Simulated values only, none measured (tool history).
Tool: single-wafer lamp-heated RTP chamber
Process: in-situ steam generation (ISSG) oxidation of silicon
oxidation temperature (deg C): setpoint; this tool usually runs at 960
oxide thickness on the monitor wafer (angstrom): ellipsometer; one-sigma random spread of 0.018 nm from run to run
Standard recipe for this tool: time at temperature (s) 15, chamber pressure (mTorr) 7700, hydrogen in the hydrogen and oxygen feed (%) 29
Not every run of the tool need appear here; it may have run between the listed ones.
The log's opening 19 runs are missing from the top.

run,hour,oxidation temperature (deg C),time at temperature (s),chamber pressure (mTorr),hydrogen in the hydrogen and oxygen feed (%),wafers since the last listed run,wafers since the last pyrometer calibration,hours since the pressure gauge was zeroed,hours since the hydrogen flow controller was replaced,hours since the gauge calibration,"read-back reference wafer on the same gauge, thickness",oxide thickness on the monitor wafer (angstrom)
20,1031.6,960,20,7700,32,704,5659,988.2,1326.3,1359.3,5.021,49.91
21,1079.2,970,17,7700,29,559,6218,1035.8,1373.9,1406.9,5.012,46.85
22,1132.1,952,13,7700,29,622,6840,1088.7,1426.8,1459.8,5.018,40.14
# hour 1177.5: pyrometer window cleaned and pyrometer calibrated
23,1195.2,960,15,8700,32,647,208,1151.8,1489.9,1522.9,5.01,44.08
24,1232.6,960,15,8300,21,439,647,1189.2,1527.3,1560.3,5.013,40.13
25,1271.9,960,15,7700,29,462,1109,1228.5,1566.6,1599.6,5.006,43.61
26,1311.6,960,15,7700,32,466,1576,1268.2,1606.3,1639.3,5.008,44.42
27,1367.5,960,15,7700,29,657,2233,1324.1,1662.2,1695.2,5.004,43.15
28,1400.8,952,19,6900,25,391,2625,1357.4,1695.5,1728.5,5.002,44.49
29,1447.3,960,15,7700,29,546,3172,1403.9,1742,1775,5.008,43.44
30,1517.9,960,15,7700,29,830,4002,1474.5,1812.6,1845.6,5,43.45

5 ways to go on from here, each from the tool as it stands after run 30. What would each give?
A,1518.3,960,13,7700,29,4,4007,1474.9,1813,1846,?,?
B,1518.3,948,15,7700,29,4,4007,1474.9,1813,1846,?,?
C,1518.3,960,15,7700,20,4,4007,1474.9,1813,1846,?,?
D,1518.3,953,20,8100,26,4,4007,1474.9,1813,1846,?,?
E,1518.3,941,20,6900,32,4,4007,1474.9,1813,1846,?,?

run,"read-back reference wafer on the same gauge, thickness",oxide thickness on the monitor wafer (angstrom)
A,5.008,41.08
B,5.008,41.94
C,5.008,39.36
D,5.008,46.09
E,5.008,47.1
The same runs, with their run-to-run variation unchanged, on a tool lacking any hidden condition would have given:
run,oxide thickness on the monitor wafer (angstrom)
A,42.11
B,42.99
C,40.35
D,47.25
E,48.28
